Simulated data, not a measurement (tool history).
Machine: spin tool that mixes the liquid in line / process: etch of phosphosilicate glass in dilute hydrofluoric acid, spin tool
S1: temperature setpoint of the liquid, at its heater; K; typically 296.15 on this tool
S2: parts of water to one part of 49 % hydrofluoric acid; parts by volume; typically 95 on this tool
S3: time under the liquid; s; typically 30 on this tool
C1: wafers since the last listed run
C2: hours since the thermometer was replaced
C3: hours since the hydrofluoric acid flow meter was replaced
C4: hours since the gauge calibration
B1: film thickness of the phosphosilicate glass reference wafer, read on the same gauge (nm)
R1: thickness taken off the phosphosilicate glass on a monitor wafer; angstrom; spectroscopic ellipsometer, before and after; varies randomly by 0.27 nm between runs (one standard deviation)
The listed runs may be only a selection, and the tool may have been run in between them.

{"run": 1, "hour": 0.0, "S1": 296.15, "S2": 95, "S3": 40, "C1": 0, "C2": 1513.8, "C3": 165.4, "C4": 183.5, "B1": 70.01, "R1": 633.7}
{"run": 2, "hour": 25.9, "S1": 296.15, "S2": 95, "S3": 40, "C1": 436, "C2": 1539.7, "C3": 191.3, "C4": 209.4, "B1": 69.98, "R1": 639.1}
{"run": 3, "hour": 36.5, "S1": 296.15, "S2": 95, "S3": 20, "C1": 178, "C2": 1550.3, "C3": 201.9, "C4": 220, "B1": 69.99, "R1": 317.6}
{"run": 4, "hour": 52.9, "S1": 296.15, "S2": 95, "S3": 20, "C1": 276, "C2": 1566.7, "C3": 218.3, "C4": 236.4, "B1": 70, "R1": 315.2}
{"run": 5, "hour": 63.8, "S1": 293.15, "S2": 60, "S3": 30, "C1": 183, "C2": 1577.6, "C3": 229.2, "C4": 247.3, "B1": 70.02, "R1": 697.5}
{"run": 6, "hour": 77.4, "S1": 296.15, "S2": 95, "S3": 30, "C1": 229, "C2": 1591.2, "C3": 242.8, "C4": 260.9, "B1": 70.01, "R1": 480.5}
{"run": 7, "hour": 94.7, "S1": 296.15, "S2": 95, "S3": 30, "C1": 291, "C2": 1608.5, "C3": 260.1, "C4": 278.2, "B1": 69.98, "R1": 481.3}
{"run": 8, "hour": 106.1, "S1": 296.15, "S2": 95, "S3": 30, "C1": 191, "C2": 1619.9, "C3": 271.5, "C4": 289.6, "B1": 70.01, "R1": 484.7}
{"run": 9, "hour": 117.3, "S1": 296.15, "S2": 95, "S3": 30, "C1": 188, "C2": 1631.1, "C3": 282.7, "C4": 300.8, "B1": 70, "R1": 482.9}
{"run": 10, "hour": 131.9, "S1": 296.15, "S2": 95, "S3": 30, "C1": 245, "C2": 1645.7, "C3": 297.3, "C4": 315.4, "B1": 69.99, "R1": 485.7}
{"run": 11, "hour": 142.4, "S1": 296.15, "S2": 95, "S3": 25, "C1": 176, "C2": 1656.2, "C3": 307.8, "C4": 325.9, "B1": 70.04, "R1": 407.1}
{"run": 12, "hour": 150.5, "S1": 296.15, "S2": 95, "S3": 30, "C1": 136, "C2": 1664.3, "C3": 315.9, "C4": 334, "B1": 70, "R1": 483.1}
{"run": 13, "hour": 166.4, "S1": 296.15, "S2": 95, "S3": 30, "C1": 267, "C2": 1680.2, "C3": 331.8, "C4": 349.9, "B1": 70.02, "R1": 490.2}
{"run": 14, "hour": 174.5, "S1": 296.15, "S2": 95, "S3": 35, "C1": 136, "C2": 1688.3, "C3": 339.9, "C4": 358, "B1": 69.98, "R1": 570.5}
{"hour": 186.2, "done": "gauge calibrated"}
{"run": 15, "hour": 189.4, "S1": 299.65, "S2": 95, "S3": 30, "C1": 250, "C2": 1703.2, "C3": 354.8, "C4": 3.2, "B1": 70.01, "R1": 559.5}
{"run": 16, "hour": 196.6, "S1": 296.15, "S2": 125, "S3": 30, "C1": 121, "C2": 1710.4, "C3": 362, "C4": 10.4, "B1": 69.98, "R1": 357.2}
{"run": 17, "hour": 213.7, "S1": 294.65, "S2": 60, "S3": 20, "C1": 287, "C2": 1727.5, "C3": 379.1, "C4": 27.5, "B1": 69.96, "R1": 507.9}
{"run": 18, "hour": 231.0, "S1": 296.15, "S2": 95, "S3": 30, "C1": 291, "C2": 1744.8, "C3": 396.4, "C4": 44.8, "B1": 70.03, "R1": 493.3}
{"run": 19, "hour": 244.3, "S1": 296.15, "S2": 95, "S3": 30, "C1": 223, "C2": 1758.1, "C3": 409.7, "C4": 58.1, "B1": 70.03, "R1": 492.6}
{"run": 20, "hour": 261.3, "S1": 296.15, "S2": 95, "S3": 30, "C1": 286, "C2": 1775.1, "C3": 426.7, "C4": 75.1, "B1": 70, "R1": 493.2}
{"run": 21, "hour": 272.5, "S1": 296.15, "S2": 95, "S3": 15, "C1": 188, "C2": 1786.3, "C3": 437.9, "C4": 86.3, "B1": 70, "R1": 248.7}
{"hour": 278.5, "done": "thermometer replaced"}
{"run": 22, "hour": 288.7, "S1": 296.15, "S2": 95, "S3": 30, "C1": 255, "C2": 10.2, "C3": 454.1, "C4": 102.5, "B1": 69.99, "R1": 498.4}
{"run": 23, "hour": 296.2, "S1": 291.65, "S2": 135, "S3": 20, "C1": 126, "C2": 17.7, "C3": 461.6, "C4": 110, "B1": 70.02, "R1": 186.1}
{"hour": 308.8, "done": "hydrofluoric acid flow meter replaced"}
{"run": 24, "hour": 312.0, "S1": 296.15, "S2": 45, "S3": 30, "C1": 249, "C2": 33.5, "C3": 3.2, "C4": 125.8, "B1": 70.03, "R1": 1011.1}
{"run": 25, "hour": 329.7, "S1": 296.15, "S2": 75, "S3": 30, "C1": 298, "C2": 51.2, "C3": 20.9, "C4": 143.5, "B1": 69.98, "R1": 583.6}
{"run": 26, "hour": 336.7, "S1": 296.15, "S2": 110, "S3": 30, "C1": 117, "C2": 58.2, "C3": 27.9, "C4": 150.5, "B1": 70.03, "R1": 381.8}
{"run": 27, "hour": 353.9, "S1": 296.15, "S2": 95, "S3": 30, "C1": 289, "C2": 75.4, "C3": 45.1, "C4": 167.7, "B1": 70, "R1": 453.3}
{"run": 28, "hour": 369.9, "S1": 296.15, "S2": 95, "S3": 30, "C1": 269, "C2": 91.4, "C3": 61.1, "C4": 183.7, "B1": 69.96, "R1": 450.5}
{"run": 29, "hour": 377.0, "S1": 299.65, "S2": 95, "S3": 45, "C1": 119, "C2": 98.5, "C3": 68.2, "C4": 190.8, "B1": 69.98, "R1": 786.4}
{"run": 30, "hour": 394.7, "S1": 293.15, "S2": 55, "S3": 25, "C1": 298, "C2": 116.2, "C3": 85.9, "C4": 208.5, "B1": 70.02, "R1": 604.9}
{"run": 31, "hour": 408.9, "S1": 296.15, "S2": 70, "S3": 30, "C1": 239, "C2": 130.4, "C3": 100.1, "C4": 222.7, "B1": 69.99, "R1": 637.1}
{"run": 32, "hour": 420.5, "S1": 300.65, "S2": 95, "S3": 40, "C1": 195, "C2": 142, "C3": 111.7, "C4": 234.3, "B1": 70, "R1": 735}
{"run": 33, "hour": 428.5, "S1": 293.65, "S2": 130, "S3": 30, "C1": 134, "C2": 150, "C3": 119.7, "C4": 242.3, "B1": 70.03, "R1": 294.6}
{"run": 34, "hour": 439.1, "S1": 291.65, "S2": 95, "S3": 30, "C1": 178, "C2": 160.6, "C3": 130.3, "C4": 252.9, "B1": 70.02, "R1": 379}

Branching from run 34: 3 alternative next runs. What would each branch give?
{"run": "A", "hour": 439.5, "S1": 296.15, "S2": 80, "S3": 30, "C1": 6, "C2": 161, "C3": 130.7, "C4": 253.3, "B1": "?", "R1": "?"}
{"run": "B", "hour": 439.5, "S1": 297.65, "S2": 140, "S3": 30, "C1": 6, "C2": 161, "C3": 130.7, "C4": 253.3, "B1": "?", "R1": "?"}
{"run": "C", "hour": 439.5, "S1": 292.15, "S2": 125, "S3": 15, "C1": 6, "C2": 161, "C3": 130.7, "C4": 253.3, "B1": "?", "R1": "?"}

run=A B1=70.02 R1=552.2
run=B B1=70.02 R1=311.9
run=C B1=70.02 R1=142.8
Take away the tool's hidden state, keep each run's random variation, and the runs would have read:
run=A R1=537.8
run=B R1=303.3
run=C R1=139

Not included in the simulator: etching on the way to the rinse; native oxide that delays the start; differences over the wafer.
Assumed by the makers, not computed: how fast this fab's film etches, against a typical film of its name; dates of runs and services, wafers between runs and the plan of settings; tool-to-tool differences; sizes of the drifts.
